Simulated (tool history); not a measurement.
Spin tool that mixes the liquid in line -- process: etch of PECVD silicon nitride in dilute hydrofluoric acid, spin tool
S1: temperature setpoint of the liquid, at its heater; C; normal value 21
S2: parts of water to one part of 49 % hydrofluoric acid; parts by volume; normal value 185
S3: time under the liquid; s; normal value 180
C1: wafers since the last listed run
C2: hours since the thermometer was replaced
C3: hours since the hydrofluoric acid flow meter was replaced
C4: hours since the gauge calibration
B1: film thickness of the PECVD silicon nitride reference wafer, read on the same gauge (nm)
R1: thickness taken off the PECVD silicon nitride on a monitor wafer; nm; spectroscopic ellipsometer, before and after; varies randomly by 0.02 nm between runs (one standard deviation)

run	hour	S1	S2	S3	C1	C2	C3	C4	B1	R1
1	0	21	185	180	0	1729.5	1612.1	820.8	79.979	2.038
2	27.7	23.5	185	180	220	1757.2	1639.8	848.5	79.997	2.404
3	102.5	23.5	185	180	596	1832	1714.6	923.3	80.025	2.424
4	204.3	21	185	180	811	1933.8	1816.4	1025.1	80.038	1.99
5	234.5	21	185	180	240	1964	1846.6	1055.3	80.035	2.002
6	254	21	185	180	155	1983.5	1866.1	1074.8	79.985	2.02
7	289.6	21	185	180	283	2019.1	1901.7	1110.4	80.023	1.99
# hour 291.2: gauge calibrated
8	319.1	21	185	180	235	2048.6	1931.2	27.9	79.969	1.968
9	342.9	18.5	185	145	189	2072.4	1955	51.7	79.981	1.361
10	367.7	21	185	180	197	2097.2	1979.8	76.5	80.032	2.001
11	396.7	21	185	180	231	2126.2	2008.8	105.5	79.994	1.99
12	431.4	21	185	180	276	2160.9	2043.5	140.2	79.985	1.971
# hour 445.4: thermometer replaced
13	459	21	185	180	212	13.6	2071.1	167.8	80.001	2.288
14	489	21	185	95	239	43.6	2101.1	197.8	80.019	1.205
15	518.2	21	185	220	232	72.8	2130.3	227	80.03	2.805
16	537.2	21	185	180	151	91.8	2149.3	246	80.028	2.244
17	557.3	23	220	125	160	111.9	2169.4	266.1	80.052	1.521
18	571.8	17	210	210	115	126.4	2183.9	280.6	79.952	1.822
# hour 584.7: hydrofluoric acid flow meter replaced
19	597.6	21	135	180	197	152.2	12.9	306.4	80.025	3.068
20	624.6	21	185	180	215	179.2	39.9	333.4	79.984	2.255
21	643.9	25	100	180	153	198.5	59.2	352.7	80.018	5.404
22	672.9	24.5	185	180	231	227.5	88.2	381.7	79.994	2.877
23	705.1	21	185	260	256	259.7	120.4	413.9	80.012	3.331
24	718.7	21	220	140	108	273.3	134	427.5	79.996	1.488
25	750.2	17	185	180	251	304.8	165.5	459	80.032	1.717
26	774.5	21	185	180	193	329.1	189.8	483.3	80.019	2.225
27	787.6	21	255	220	104	342.2	202.9	496.4	79.971	2.026
28	813.6	24	185	80	207	368.2	228.9	522.4	79.993	1.201
29	839.6	21	185	180	207	394.2	254.9	548.4	80.016	2.234
30	872.2	21	185	95	259	426.8	287.5	581	79.995	1.184
31	904.5	21	185	285	257	459.1	319.8	613.3	79.987	3.492
32	926.9	19	185	180	178	481.5	342.2	635.7	79.977	1.944

4 ways to go on from here, each from the tool as it stands after run 32. What would each give?
A	927.4	21	185	280	3	482	342.7	636.2	?	?
B	927.4	17	235	230	3	482	342.7	636.2	?	?
C	927.4	25.5	185	180	3	482	342.7	636.2	?	?
D	927.4	23	115	210	3	482	342.7	636.2	?	?

run	B1	R1
A	79.979	3.446
B	79.979	1.722
C	79.979	2.964
D	79.979	4.696
Take away the tool's hidden state, keep each run's random variation, and the runs would have read:
run	R1
A	3.716
B	1.86
C	3.187
D	5.069

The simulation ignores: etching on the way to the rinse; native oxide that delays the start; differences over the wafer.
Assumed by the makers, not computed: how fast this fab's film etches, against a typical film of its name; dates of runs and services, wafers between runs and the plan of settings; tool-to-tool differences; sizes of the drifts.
